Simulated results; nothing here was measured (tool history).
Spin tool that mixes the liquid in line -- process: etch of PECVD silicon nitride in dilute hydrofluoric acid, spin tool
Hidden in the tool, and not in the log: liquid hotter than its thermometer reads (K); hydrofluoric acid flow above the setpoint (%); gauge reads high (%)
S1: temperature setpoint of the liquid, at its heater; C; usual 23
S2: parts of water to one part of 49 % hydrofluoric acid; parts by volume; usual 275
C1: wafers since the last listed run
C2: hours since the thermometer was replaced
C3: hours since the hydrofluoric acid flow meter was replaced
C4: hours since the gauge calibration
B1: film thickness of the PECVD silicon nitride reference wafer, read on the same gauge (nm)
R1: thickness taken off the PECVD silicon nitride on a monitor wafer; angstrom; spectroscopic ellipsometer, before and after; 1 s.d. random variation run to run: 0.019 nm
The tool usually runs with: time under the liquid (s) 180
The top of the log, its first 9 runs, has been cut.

{"run": 10, "hour": 568.4, "S1": 25, "S2": 315, "time under the liquid (s)": 180, "C1": 243, "C2": 127.9, "C3": 460.2, "C4": 316.3, "B1": 80.013, "R1": 24.86}
{"run": 11, "hour": 624.1, "S1": 23, "S2": 275, "time under the liquid (s)": 180, "C1": 285, "C2": 183.6, "C3": 515.9, "C4": 372, "B1": 80.011, "R1": 25.76}
{"run": 12, "hour": 660.9, "S1": 27, "S2": 275, "time under the liquid (s)": 145, "C1": 188, "C2": 220.4, "C3": 552.7, "C4": 408.8, "B1": 80.007, "R1": 26.59}
{"run": 13, "hour": 766.5, "S1": 26.5, "S2": 400, "time under the liquid (s)": 210, "C1": 541, "C2": 326, "C3": 658.3, "C4": 514.4, "B1": 80, "R1": 25.8}
{"hour": 813.5, "done": "hydrofluoric acid flow meter replaced"}
{"run": 14, "hour": 919.0, "S1": 24.5, "S2": 275, "time under the liquid (s)": 180, "C1": 776, "C2": 478.5, "C3": 105.5, "C4": 666.9, "B1": 79.99, "R1": 27.5}
{"run": 15, "hour": 980.6, "S1": 27, "S2": 275, "time under the liquid (s)": 270, "C1": 315, "C2": 540.1, "C3": 167.1, "C4": 728.5, "B1": 80.026, "R1": 47.3}
{"run": 16, "hour": 1039.4, "S1": 28, "S2": 390, "time under the liquid (s)": 115, "C1": 301, "C2": 598.9, "C3": 225.9, "C4": 787.3, "B1": 80.053, "R1": 14.99}
{"run": 17, "hour": 1084.4, "S1": 20.5, "S2": 160, "time under the liquid (s)": 95, "C1": 230, "C2": 643.9, "C3": 270.9, "C4": 832.3, "B1": 79.983, "R1": 19.43}
{"run": 18, "hour": 1133.6, "S1": 26.5, "S2": 275, "time under the liquid (s)": 260, "C1": 252, "C2": 693.1, "C3": 320.1, "C4": 881.5, "B1": 80.029, "R1": 45.68}
{"run": 19, "hour": 1229.3, "S1": 25.5, "S2": 275, "time under the liquid (s)": 245, "C1": 490, "C2": 788.8, "C3": 415.8, "C4": 977.2, "B1": 80.035, "R1": 39.87}
{"run": 20, "hour": 1294.9, "S1": 23, "S2": 175, "time under the liquid (s)": 180, "C1": 336, "C2": 854.4, "C3": 481.4, "C4": 1042.8, "B1": 80.01, "R1": 40.29}
{"run": 21, "hour": 1347.6, "S1": 23, "S2": 275, "time under the liquid (s)": 180, "C1": 270, "C2": 907.1, "C3": 534.1, "C4": 1095.5, "B1": 80.005, "R1": 25.93}
{"run": 22, "hour": 1444.8, "S1": 23, "S2": 275, "time under the liquid (s)": 180, "C1": 498, "C2": 1004.3, "C3": 631.3, "C4": 1192.7, "B1": 79.978, "R1": 26.03}
{"run": 23, "hour": 1523.5, "S1": 23, "S2": 275, "time under the liquid (s)": 155, "C1": 403, "C2": 1083, "C3": 710, "C4": 1271.4, "B1": 80.021, "R1": 22.92}
{"run": 24, "hour": 1577.5, "S1": 26.5, "S2": 275, "time under the liquid (s)": 245, "C1": 276, "C2": 1137, "C3": 764, "C4": 1325.4, "B1": 80.011, "R1": 44.39}
{"hour": 1650.3, "done": "hydrofluoric acid flow meter replaced"}
{"run": 25, "hour": 1673.0, "S1": 23, "S2": 220, "time under the liquid (s)": 180, "C1": 484, "C2": 1232.5, "C3": 22.7, "C4": 1420.9, "B1": 80.004, "R1": 30.16}
{"run": 26, "hour": 1735.7, "S1": 25, "S2": 315, "time under the liquid (s)": 180, "C1": 321, "C2": 1295.2, "C3": 85.4, "C4": 1483.6, "B1": 79.991, "R1": 24.18}
{"run": 27, "hour": 1797.1, "S1": 23, "S2": 350, "time under the liquid (s)": 180, "C1": 314, "C2": 1356.6, "C3": 146.8, "C4": 1545, "B1": 80.033, "R1": 19.7}
{"run": 28, "hour": 1883.3, "S1": 27, "S2": 145, "time under the liquid (s)": 240, "C1": 442, "C2": 1442.8, "C3": 233, "C4": 1631.2, "B1": 79.992, "R1": 81.67}
{"run": 29, "hour": 1926.5, "S1": 25.5, "S2": 275, "time under the liquid (s)": 180, "C1": 221, "C2": 1486, "C3": 276.2, "C4": 1674.4, "B1": 80.007, "R1": 29.26}
{"run": 30, "hour": 1968.9, "S1": 21, "S2": 275, "time under the liquid (s)": 180, "C1": 217, "C2": 1528.4, "C3": 318.6, "C4": 1716.8, "B1": 80.017, "R1": 22.06}
{"run": 31, "hour": 2021.9, "S1": 21.5, "S2": 200, "time under the liquid (s)": 240, "C1": 271, "C2": 1581.4, "C3": 371.6, "C4": 1769.8, "B1": 79.986, "R1": 42.51}
{"hour": 2076.5, "done": "thermometer replaced"}
{"hour": 2107.2, "done": "gauge calibrated"}
{"run": 32, "hour": 2119.8, "S1": 19.5, "S2": 215, "time under the liquid (s)": 70, "C1": 496, "C2": 43.3, "C3": 469.5, "C4": 12.6, "B1": 79.998, "R1": 9.93}

Alternative continuations, all from the tool just after run 32; predict every row:
{"run": "A", "hour": 2120.3, "S1": 21.5, "S2": 275, "time under the liquid (s)": 180, "C1": 2, "C2": 43.8, "C3": 470, "C4": 13.1, "B1": "?", "R1": "?"}
{"run": "B", "hour": 2120.3, "S1": 26, "S2": 275, "time under the liquid (s)": 265, "C1": 2, "C2": 43.8, "C3": 470, "C4": 13.1, "B1": "?", "R1": "?"}
{"run": "C", "hour": 2120.3, "S1": 26.5, "S2": 140, "time under the liquid (s)": 240, "C1": 2, "C2": 43.8, "C3": 470, "C4": 13.1, "B1": "?", "R1": "?"}
{"run": "D", "hour": 2120.3, "S1": 23, "S2": 235, "time under the liquid (s)": 135, "C1": 2, "C2": 43.8, "C3": 470, "C4": 13.1, "B1": "?", "R1": "?"}

run=A B1=80.011 R1=23.26
run=B B1=80.011 R1=45.26
run=C B1=80.011 R1=83.09
run=D B1=80.011 R1=22.38
With no hidden state in the tool, these same runs would have given:
run=A R1=22.14
run=B R1=43.03
run=C R1=79.01
run=D R1=21.3
